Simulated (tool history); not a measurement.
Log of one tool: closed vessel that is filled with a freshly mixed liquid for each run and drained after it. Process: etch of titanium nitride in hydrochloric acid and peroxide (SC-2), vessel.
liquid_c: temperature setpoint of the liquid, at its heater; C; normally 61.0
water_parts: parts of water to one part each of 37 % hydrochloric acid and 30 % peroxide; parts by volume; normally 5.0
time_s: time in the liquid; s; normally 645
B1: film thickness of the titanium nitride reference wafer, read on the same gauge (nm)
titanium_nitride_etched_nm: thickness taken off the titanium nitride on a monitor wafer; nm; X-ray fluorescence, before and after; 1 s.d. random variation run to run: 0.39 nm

run 1 day=0.000 | liquid_c=61.0 water_parts=4.0 time_s=645 | B1=49.97 | titanium_nitride_etched_nm=53.39
run 2 day=2.083 | liquid_c=61.0 water_parts=4.0 time_s=645 | B1=49.98 | titanium_nitride_etched_nm=53.59
-- day=2.212 new drum of peroxide connected
run 3 day=5.104 | liquid_c=58.0 water_parts=5.0 time_s=645 | B1=49.97 | titanium_nitride_etched_nm=39.17
run 4 day=7.250 | liquid_c=53.5 water_parts=5.0 time_s=645 | B1=49.99 | titanium_nitride_etched_nm=29.79
run 5 day=10.246 | liquid_c=53.5 water_parts=5.0 time_s=645 | B1=49.97 | titanium_nitride_etched_nm=28.96
run 6 day=16.067 | liquid_c=64.0 water_parts=4.0 time_s=750 | B1=49.98 | titanium_nitride_etched_nm=75.22
run 7 day=20.283 | liquid_c=61.0 water_parts=6.0 time_s=445 | B1=50.01 | titanium_nitride_etched_nm=27.87
run 8 day=23.704 | liquid_c=61.0 water_parts=5.0 time_s=330 | B1=50.02 | titanium_nitride_etched_nm=23.68
-- day=24.458 chemicals flow meter replaced
run 9 day=26.554 | liquid_c=67.5 water_parts=4.0 time_s=790 | B1=50.03 | titanium_nitride_etched_nm=98.96
run 10 day=28.075 | liquid_c=61.0 water_parts=5.0 time_s=945 | B1=49.99 | titanium_nitride_etched_nm=67.49
-- day=28.383 thermometer replaced
run 11 day=31.175 | liquid_c=70.0 water_parts=5.0 time_s=645 | B1=50.00 | titanium_nitride_etched_nm=79.41
run 12 day=33.738 | liquid_c=53.0 water_parts=5.0 time_s=645 | B1=50.00 | titanium_nitride_etched_nm=27.41
run 13 day=35.558 | liquid_c=61.0 water_parts=4.0 time_s=645 | B1=50.00 | titanium_nitride_etched_nm=53.37
run 14 day=37.175 | liquid_c=57.0 water_parts=4.0 time_s=950 | B1=50.00 | titanium_nitride_etched_nm=61.45
run 15 day=40.979 | liquid_c=61.0 water_parts=5.0 time_s=830 | B1=50.02 | titanium_nitride_etched_nm=57.91
run 16 day=43.438 | liquid_c=57.5 water_parts=5.0 time_s=980 | B1=49.99 | titanium_nitride_etched_nm=56.11
run 17 day=45.179 | liquid_c=67.0 water_parts=6.5 time_s=930 | B1=50.01 | titanium_nitride_etched_nm=77.42
-- day=47.417 new drum of peroxide connected
run 18 day=49.525 | liquid_c=67.0 water_parts=4.0 time_s=645 | B1=49.99 | titanium_nitride_etched_nm=79.32
run 19 day=52.354 | liquid_c=56.5 water_parts=6.5 time_s=535 | B1=49.99 | titanium_nitride_etched_nm=23.78
-- day=54.704 chemicals flow meter replaced
run 20 day=55.758 | liquid_c=61.0 water_parts=6.0 time_s=645 | B1=50.00 | titanium_nitride_etched_nm=41.46
run 21 day=59.442 | liquid_c=61.0 water_parts=6.5 time_s=645 | B1=49.99 | titanium_nitride_etched_nm=37.67
run 22 day=61.975 | liquid_c=61.0 water_parts=5.0 time_s=645 | B1=49.99 | titanium_nitride_etched_nm=46.31
run 23 day=65.829 | liquid_c=68.5 water_parts=4.0 time_s=645 | B1=50.00 | titanium_nitride_etched_nm=86.24
run 24 day=70.467 | liquid_c=61.0 water_parts=7.0 time_s=310 | B1=49.98 | titanium_nitride_etched_nm=17.18
run 25 day=74.304 | liquid_c=61.0 water_parts=5.0 time_s=645 | B1=50.00 | titanium_nitride_etched_nm=46.22
run 26 day=77.192 | liquid_c=61.0 water_parts=5.0 time_s=645 | B1=50.02 | titanium_nitride_etched_nm=46.04
run 27 day=79.217 | liquid_c=56.5 water_parts=4.0 time_s=645 | B1=50.05 | titanium_nitride_etched_nm=40.17
-- day=80.046 thermometer replaced
-- day=81.646 gauge calibrated
run 28 day=83.388 | liquid_c=51.5 water_parts=5.0 time_s=645 | B1=49.99 | titanium_nitride_etched_nm=25.14
-- day=84.492 new drum of peroxide connected
run 29 day=87.425 | liquid_c=61.0 water_parts=5.0 time_s=645 | B1=49.97 | titanium_nitride_etched_nm=46.83

List, for all runs, the conditions of the tool that the log does not record:
liquid colder than its thermometer reads (K): 0 on each run
chemicals flow below the setpoint (%): 0 on each run
gauge reads high (%): 0 on each run
H1: peroxide weaker than its label (%)
run=1 H1=4.88
run=2 H1=5.15
run=3 H1=0.741
run=4 H1=1.03
run=5 H1=1.43
run=6 H1=2.2
run=7 H1=2.77
run=8 H1=3.22
run=9 H1=3.6
run=10 H1=3.81
run=11 H1=4.22
run=12 H1=4.56
run=13 H1=4.81
run=14 H1=5.02
run=15 H1=5.53
run=16 H1=5.86
run=17 H1=6.09
run=18 H1=0.663
run=19 H1=1.04
run=20 H1=1.49
run=21 H1=1.99
run=22 H1=2.32
run=23 H1=2.84
run=24 H1=3.46
run=25 H1=3.97
run=26 H1=4.35
run=27 H1=4.63
run=28 H1=5.18
run=29 H1=0.398

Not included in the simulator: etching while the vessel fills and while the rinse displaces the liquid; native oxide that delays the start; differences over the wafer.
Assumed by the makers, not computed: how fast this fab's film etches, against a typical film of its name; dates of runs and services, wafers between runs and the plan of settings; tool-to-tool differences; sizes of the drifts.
